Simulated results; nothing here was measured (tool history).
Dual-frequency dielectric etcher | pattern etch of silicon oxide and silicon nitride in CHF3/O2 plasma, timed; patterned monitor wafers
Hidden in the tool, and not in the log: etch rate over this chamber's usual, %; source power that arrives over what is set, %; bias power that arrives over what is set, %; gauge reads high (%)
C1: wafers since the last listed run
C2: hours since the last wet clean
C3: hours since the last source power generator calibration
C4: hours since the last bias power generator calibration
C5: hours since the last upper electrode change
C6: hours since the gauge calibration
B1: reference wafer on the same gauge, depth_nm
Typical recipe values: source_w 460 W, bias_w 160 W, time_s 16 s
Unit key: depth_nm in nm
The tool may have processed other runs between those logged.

{"run": 1, "hour": 0.0, "source_w": 460, "bias_w": 160, "time_s": 19.5, "C1": 0, "C2": 28.8, "C3": 3535, "C4": 2639.7, "C5": 3846.4, "C6": 757, "B1": 15.5, "depth_nm": 23.15}
{"run": 2, "hour": 31.4, "source_w": 500, "bias_w": 160, "time_s": 14.5, "C1": 762, "C2": 60.2, "C3": 3566.4, "C4": 2671.1, "C5": 3877.8, "C6": 788.4, "B1": 15.5, "depth_nm": 18.11}
{"run": 3, "hour": 57.0, "source_w": 500, "bias_w": 160, "time_s": 14.5, "C1": 621, "C2": 85.8, "C3": 3592, "C4": 2696.7, "C5": 3903.4, "C6": 814, "B1": 15.5, "depth_nm": 18.13}
{"run": 4, "hour": 73.6, "source_w": 500, "bias_w": 160, "time_s": 14.5, "C1": 403, "C2": 102.4, "C3": 3608.6, "C4": 2713.3, "C5": 3920, "C6": 830.6, "B1": 15.5, "depth_nm": 18.21}
{"run": 5, "hour": 103.1, "source_w": 460, "bias_w": 160, "time_s": 16, "C1": 716, "C2": 131.9, "C3": 3638.1, "C4": 2742.8, "C5": 3949.5, "C6": 860.1, "B1": 15.5, "depth_nm": 18.96}
{"run": 6, "hour": 136.0, "source_w": 460, "bias_w": 160, "time_s": 16, "C1": 799, "C2": 164.8, "C3": 3671, "C4": 2775.7, "C5": 3982.4, "C6": 893, "B1": 15.5, "depth_nm": 19.02}
{"run": 7, "hour": 160.5, "source_w": 460, "bias_w": 179, "time_s": 19.5, "C1": 595, "C2": 189.3, "C3": 3695.5, "C4": 2800.2, "C5": 4006.9, "C6": 917.5, "B1": 15.5, "depth_nm": 23.73}
{"run": 8, "hour": 175.5, "source_w": 460, "bias_w": 160, "time_s": 16, "C1": 364, "C2": 204.3, "C3": 3710.5, "C4": 2815.2, "C5": 4021.9, "C6": 932.5, "B1": 15.5, "depth_nm": 18.96}
{"run": 9, "hour": 203.2, "source_w": 460, "bias_w": 160, "time_s": 16, "C1": 672, "C2": 232, "C3": 3738.2, "C4": 2842.9, "C5": 4049.6, "C6": 960.2, "B1": 15.5, "depth_nm": 18.98}
{"hour": 244.2, "done": "gauge calibrated"}
{"hour": 247.0, "done": "upper electrode replaced"}
{"run": 10, "hour": 247.5, "source_w": 460, "bias_w": 148, "time_s": 14.5, "C1": 493, "C2": 276.3, "C3": 3782.5, "C4": 2887.2, "C5": 0.5, "C6": 3.3, "B1": 15.5, "depth_nm": 16.95}
{"run": 11, "hour": 262.2, "source_w": 460, "bias_w": 160, "time_s": 16, "C1": 357, "C2": 291, "C3": 3797.2, "C4": 2901.9, "C5": 15.2, "C6": 18, "B1": 15.5, "depth_nm": 18.97}
{"run": 12, "hour": 284.2, "source_w": 460, "bias_w": 160, "time_s": 16, "C1": 534, "C2": 313, "C3": 3819.2, "C4": 2923.9, "C5": 37.2, "C6": 40, "B1": 15.5, "depth_nm": 19}
{"run": 13, "hour": 299.2, "source_w": 570, "bias_w": 182, "time_s": 16, "C1": 364, "C2": 328, "C3": 3834.2, "C4": 2938.9, "C5": 52.2, "C6": 55, "B1": 15.5, "depth_nm": 22.13}
{"run": 14, "hour": 316.5, "source_w": 400, "bias_w": 197, "time_s": 12, "C1": 420, "C2": 345.3, "C3": 3851.5, "C4": 2956.2, "C5": 69.5, "C6": 72.3, "B1": 15.5, "depth_nm": 13.66}
{"run": 15, "hour": 349.4, "source_w": 460, "bias_w": 160, "time_s": 18.5, "C1": 799, "C2": 378.2, "C3": 3884.4, "C4": 2989.1, "C5": 102.4, "C6": 105.2, "B1": 15.5, "depth_nm": 21.91}
{"run": 16, "hour": 363.1, "source_w": 460, "bias_w": 160, "time_s": 16, "C1": 332, "C2": 391.9, "C3": 3898.1, "C4": 3002.8, "C5": 116.1, "C6": 118.9, "B1": 15.5, "depth_nm": 18.91}
{"hour": 420.1, "done": "wet clean of the chamber"}
{"run": 17, "hour": 434.1, "source_w": 460, "bias_w": 138, "time_s": 16, "C1": 1141, "C2": 14, "C3": 3969.1, "C4": 3073.8, "C5": 187.1, "C6": 189.9, "B1": 15.49, "depth_nm": 18.49}
{"run": 18, "hour": 453.5, "source_w": 580, "bias_w": 136, "time_s": 13, "C1": 471, "C2": 33.4, "C3": 3988.5, "C4": 3093.2, "C5": 206.5, "C6": 209.3, "B1": 15.5, "depth_nm": 17.11}
{"hour": 476.5, "done": "bias power generator calibrated"}
{"run": 19, "hour": 479.6, "source_w": 460, "bias_w": 160, "time_s": 16, "C1": 536, "C2": 59.5, "C3": 4014.6, "C4": 3.1, "C5": 232.6, "C6": 235.4, "B1": 15.5, "depth_nm": 19.06}
{"run": 20, "hour": 497.1, "source_w": 370, "bias_w": 160, "time_s": 19.5, "C1": 425, "C2": 77, "C3": 4032.1, "C4": 20.6, "C5": 250.1, "C6": 252.9, "B1": 15.5, "depth_nm": 20.15}
{"hour": 510.2, "done": "source power generator calibrated"}
{"run": 21, "hour": 523.2, "source_w": 520, "bias_w": 194, "time_s": 12.5, "C1": 536, "C2": 103.1, "C3": 13, "C4": 46.7, "C5": 276.2, "C6": 279, "B1": 15.5, "depth_nm": 16.23}
{"run": 22, "hour": 625.5, "source_w": 460, "bias_w": 148, "time_s": 20, "C1": 2485, "C2": 205.4, "C3": 115.3, "C4": 149, "C5": 378.5, "C6": 381.3, "B1": 15.5, "depth_nm": 22.63}
{"run": 23, "hour": 650.9, "source_w": 460, "bias_w": 172, "time_s": 21, "C1": 617, "C2": 230.8, "C3": 140.7, "C4": 174.4, "C5": 403.9, "C6": 406.7, "B1": 15.5, "depth_nm": 24.55}
{"run": 24, "hour": 674.2, "source_w": 340, "bias_w": 135, "time_s": 17.5, "C1": 566, "C2": 254.1, "C3": 164, "C4": 197.7, "C5": 427.2, "C6": 430, "B1": 15.5, "depth_nm": 15.72}
{"run": 25, "hour": 687.3, "source_w": 400, "bias_w": 176, "time_s": 19.5, "C1": 318, "C2": 267.2, "C3": 177.1, "C4": 210.8, "C5": 440.3, "C6": 443.1, "B1": 15.51, "depth_nm": 20.96}
{"run": 26, "hour": 709.5, "source_w": 460, "bias_w": 160, "time_s": 19, "C1": 539, "C2": 289.4, "C3": 199.3, "C4": 233, "C5": 462.5, "C6": 465.3, "B1": 15.5, "depth_nm": 21.77}
{"run": 27, "hour": 732.5, "source_w": 460, "bias_w": 178, "time_s": 14.5, "C1": 558, "C2": 312.4, "C3": 222.3, "C4": 256, "C5": 485.5, "C6": 488.3, "B1": 15.5, "depth_nm": 17.07}
{"run": 28, "hour": 757.2, "source_w": 510, "bias_w": 189, "time_s": 17.5, "C1": 600, "C2": 337.1, "C3": 247, "C4": 280.7, "C5": 510.2, "C6": 513, "B1": 15.5, "depth_nm": 22.25}
{"hour": 801.5, "done": "wet clean of the chamber"}
{"run": 29, "hour": 802.0, "source_w": 410, "bias_w": 175, "time_s": 16, "C1": 505, "C2": 0.5, "C3": 291.8, "C4": 325.5, "C5": 555, "C6": 557.8, "B1": 15.5, "depth_nm": 17.62}

5 options for the next run, each taken on its own from the tool as it stands now. Forecast them:
{"run": "A", "hour": 802.4, "source_w": 460, "bias_w": 160, "time_s": 16, "C1": 9, "C2": 0.9, "C3": 292.2, "C4": 325.9, "C5": 555.4, "C6": 558.2, "B1": "?", "depth_nm": "?"}
{"run": "B", "hour": 802.4, "source_w": 350, "bias_w": 160, "time_s": 16, "C1": 9, "C2": 0.9, "C3": 292.2, "C4": 325.9, "C5": 555.4, "C6": 558.2, "B1": "?", "depth_nm": "?"}
{"run": "C", "hour": 802.4, "source_w": 520, "bias_w": 160, "time_s": 16, "C1": 9, "C2": 0.9, "C3": 292.2, "C4": 325.9, "C5": 555.4, "C6": 558.2, "B1": "?", "depth_nm": "?"}
{"run": "D", "hour": 802.4, "source_w": 460, "bias_w": 160, "time_s": 14.5, "C1": 9, "C2": 0.9, "C3": 292.2, "C4": 325.9, "C5": 555.4, "C6": 558.2, "B1": "?", "depth_nm": "?"}
{"run": "E", "hour": 802.4, "source_w": 500, "bias_w": 160, "time_s": 17.5, "C1": 9, "C2": 0.9, "C3": 292.2, "C4": 325.9, "C5": 555.4, "C6": 558.2, "B1": "?", "depth_nm": "?"}

run=A B1=15.5 depth_nm=18.53
run=B B1=15.5 depth_nm=15.4
run=C B1=15.5 depth_nm=19.94
run=D B1=15.5 depth_nm=16.8
run=E B1=15.5 depth_nm=21.32
Stripped of hidden state, with their random variation kept, the same runs would have yielded:
run=A depth_nm=18.47
run=B depth_nm=15.35
run=C depth_nm=19.88
run=D depth_nm=16.74
run=E depth_nm=21.25

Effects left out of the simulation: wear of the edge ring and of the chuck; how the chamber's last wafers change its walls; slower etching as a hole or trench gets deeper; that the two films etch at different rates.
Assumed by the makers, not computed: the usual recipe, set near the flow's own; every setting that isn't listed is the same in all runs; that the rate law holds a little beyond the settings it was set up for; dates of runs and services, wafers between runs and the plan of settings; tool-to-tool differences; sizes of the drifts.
